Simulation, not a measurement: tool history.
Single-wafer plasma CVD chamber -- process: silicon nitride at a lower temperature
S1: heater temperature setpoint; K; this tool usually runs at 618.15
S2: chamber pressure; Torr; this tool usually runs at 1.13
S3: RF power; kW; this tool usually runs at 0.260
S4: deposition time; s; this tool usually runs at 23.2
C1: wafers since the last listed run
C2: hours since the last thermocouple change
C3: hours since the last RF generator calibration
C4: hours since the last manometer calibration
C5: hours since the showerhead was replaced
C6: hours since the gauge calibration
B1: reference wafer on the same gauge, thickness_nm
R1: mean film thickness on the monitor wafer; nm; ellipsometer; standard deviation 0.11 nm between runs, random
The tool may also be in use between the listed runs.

run,hour,S1,S2,S3,S4,C1,C2,C3,C4,C5,C6,B1,R1
1,0.0,618.15,1.13,0.260,23.2,0,1558.7,1267.4,817.8,5172.5,543.2,21.597,22.182
2,83.9,618.15,1.13,0.260,23.2,2088,1642.6,1351.3,901.7,5256.4,627.1,21.608,22.090
3,175.5,618.15,1.13,0.260,23.2,2280,1734.2,1442.9,993.3,5348.0,718.7,21.564,21.962
4,237.7,606.15,1.13,0.260,23.2,1548,1796.4,1505.1,1055.5,5410.2,780.9,21.588,22.128
5,305.3,606.15,1.13,0.260,23.2,1682,1864.0,1572.7,1123.1,5477.8,848.5,21.604,22.058
6,362.8,618.15,1.13,0.260,23.2,1431,1921.5,1630.2,1180.6,5535.3,906.0,21.577,21.817
7,489.4,618.15,1.13,0.260,23.2,3151,2048.1,1756.8,1307.2,5661.9,1032.6,21.638,21.929
8,545.1,618.15,1.13,0.260,23.2,1386,2103.8,1812.5,1362.9,5717.6,1088.3,21.576,21.742
9,603.5,618.15,1.33,0.260,23.2,1453,2162.2,1870.9,1421.3,5776.0,1146.7,21.584,22.862
# hour 666.1: RF generator calibrated
10,668.6,618.15,1.13,0.260,24.2,1421,2227.3,2.5,1486.4,5841.1,1211.8,21.573,23.179
# hour 726.9: gauge calibrated
11,756.9,618.15,1.13,0.260,24.2,2198,2315.6,90.8,1574.7,5929.4,30.0,21.583,23.072
12,815.0,618.15,1.13,0.260,24.2,1446,2373.7,148.9,1632.8,5987.5,88.1,21.621,22.945
# hour 862.1: thermocouple changed; heater temperature recalibrated
13,1002.7,618.15,1.13,0.260,21.2,4473,140.6,336.6,1820.5,6175.2,275.8,21.599,20.060
# hour 1054.8: capacitance manometer re-zeroed and calibrated
14,1109.8,618.15,1.13,0.210,18.7,2466,247.7,443.7,55.0,6282.3,382.9,21.573,15.922
15,1216.5,618.15,1.13,0.260,23.2,2656,354.4,550.4,161.7,6389.0,489.6,21.560,22.568
16,1275.1,618.15,1.30,0.240,20.4,1458,413.0,609.0,220.3,6447.6,548.2,21.607,19.610
17,1351.9,618.15,1.13,0.260,21.2,1911,489.8,685.8,297.1,6524.4,625.0,21.589,20.701
18,1420.3,626.15,1.22,0.225,21.7,1702,558.2,754.2,365.5,6592.8,693.4,21.607,19.615
# hour 1516.1: showerhead replaced
19,1520.2,625.15,1.30,0.260,20.5,2287,658.1,854.1,465.4,4.1,793.3,21.601,20.550
20,1601.7,618.15,1.13,0.260,23.2,2028,739.6,935.6,546.9,85.6,874.8,21.619,22.265

The next listed run, before its measurement:
21,1678.3,609.15,1.13,0.260,23.2,1906,816.2,1012.2,623.5,162.2,951.4,?,?

Run 21 yielded B1 21.598, R1 22.500 nm.
With the hidden condition absent and the run-to-run variation left alone, this run would have shown R1 22.871 nm.
